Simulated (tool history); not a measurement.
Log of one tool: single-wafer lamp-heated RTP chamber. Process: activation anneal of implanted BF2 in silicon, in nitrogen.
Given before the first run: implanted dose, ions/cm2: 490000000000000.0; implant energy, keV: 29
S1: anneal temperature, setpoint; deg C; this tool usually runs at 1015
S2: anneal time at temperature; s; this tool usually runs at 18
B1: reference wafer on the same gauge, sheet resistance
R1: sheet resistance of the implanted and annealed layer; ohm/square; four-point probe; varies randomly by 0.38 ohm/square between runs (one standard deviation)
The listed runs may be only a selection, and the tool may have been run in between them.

run	hour	S1	S2	B1	R1
1	0	1015	24	276.62	255.87
2	17.1	1015	24	276.82	255.28
3	30.9	1015	24	276.97	255.82
4	41.2	1015	13	276.96	258.03
5	57.6	1015	25	277.21	256.18
6	69.2	1015	18	277.33	257.68
7	79.6	1015	18	277.54	257.54
8	93.5	1015	18	277.62	257.53
9	103.4	1015	18	277.88	257.27
10	113.1	1015	20	278.03	257.5
11	123	1015	18	278.24	258.84
# hour 132.2: pyrometer window cleaned and pyrometer calibrated
12	132.7	1038	18	278.29	255.17
# hour 133.1: gauge calibrated
13	144.9	1015	18	276.46	256.32
14	152	990	26	276.6	261.26
15	165.2	1035	25	276.49	253.47
16	177.8	1037	18	276.43	253.74
17	184.2	1015	18	276.52	256.88
# hour 197.8: reflector plate cleaned
18	198.3	1003	9	276.61	261.41
19	207.9	1026	26	276.6	253.56
20	214.6	990	26	276.67	261.06
21	224.7	1015	18	276.76	256.86
22	232.1	1015	15	276.72	257.5
23	242.9	1000	10	276.87	261.85
24	253.1	989	24	276.94	261.85
25	263.2	1004	12	276.95	260.54
26	278.9	1007	21	277.02	257.47
27	324.1	1015	18	277.49	257.88

Forecast each of these 4 alternatives for the next run:
A	324.5	1015	27	?	?
B	324.5	1031	10	?	?
C	324.5	998	12	?	?
D	324.5	1027	29	?	?

run	B1	R1
A	277.47	255.55
B	277.47	257.51
C	277.47	262.49
D	277.47	253.66
Take away the tool's hidden state, keep each run's random variation, and the runs would have read:
run	R1
A	254.1
B	256.05
C	261.01
D	252.22
